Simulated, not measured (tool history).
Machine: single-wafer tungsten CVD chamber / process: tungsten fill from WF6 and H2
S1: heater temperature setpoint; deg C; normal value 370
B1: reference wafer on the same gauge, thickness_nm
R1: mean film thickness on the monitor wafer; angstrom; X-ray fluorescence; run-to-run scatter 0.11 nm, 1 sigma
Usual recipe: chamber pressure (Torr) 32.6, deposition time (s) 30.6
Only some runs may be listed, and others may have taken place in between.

{"run": 1, "day": 0.0, "S1": 379, "chamber pressure (Torr)": 32.6, "deposition time (s)": 28.0, "B1": 45.2, "R1": 655.43}
{"run": 2, "day": 0.525, "S1": 379, "chamber pressure (Torr)": 32.6, "deposition time (s)": 28.0, "B1": 45.206, "R1": 654.9}
{"run": 3, "day": 1.212, "S1": 379, "chamber pressure (Torr)": 32.6, "deposition time (s)": 28.0, "B1": 45.213, "R1": 653.99}
{"run": 4, "day": 1.638, "S1": 366, "chamber pressure (Torr)": 32.6, "deposition time (s)": 30.6, "B1": 45.175, "R1": 533.83}
{"run": 5, "day": 1.904, "S1": 370, "chamber pressure (Torr)": 32.6, "deposition time (s)": 30.6, "B1": 45.209, "R1": 583.98}
{"day": 2.338, "done": "showerhead replaced"}
{"run": 6, "day": 2.546, "S1": 370, "chamber pressure (Torr)": 32.6, "deposition time (s)": 30.6, "B1": 45.203, "R1": 582.81}
{"day": 3.358, "done": "capacitance manometer re-zeroed and calibrated"}
{"run": 7, "day": 3.379, "S1": 370, "chamber pressure (Torr)": 32.6, "deposition time (s)": 30.6, "B1": 45.204, "R1": 583.67}
{"day": 3.525, "done": "gauge calibrated"}
{"run": 8, "day": 3.558, "S1": 370, "chamber pressure (Torr)": 32.6, "deposition time (s)": 30.6, "B1": 45.211, "R1": 585.61}
{"run": 9, "day": 4.021, "S1": 377, "chamber pressure (Torr)": 40.5, "deposition time (s)": 34.1, "B1": 45.203, "R1": 838.95}

Predict the results of run 10:
{"run": 10, "day": 4.292, "S1": 379, "chamber pressure (Torr)": 32.6, "deposition time (s)": 28.0, "B1": "?", "R1": "?"}

Run 10 came out at B1 45.194, R1 656.42 angstrom.
With the hidden condition absent and the run-to-run variation left alone, this run would have shown R1 588.71 angstrom.
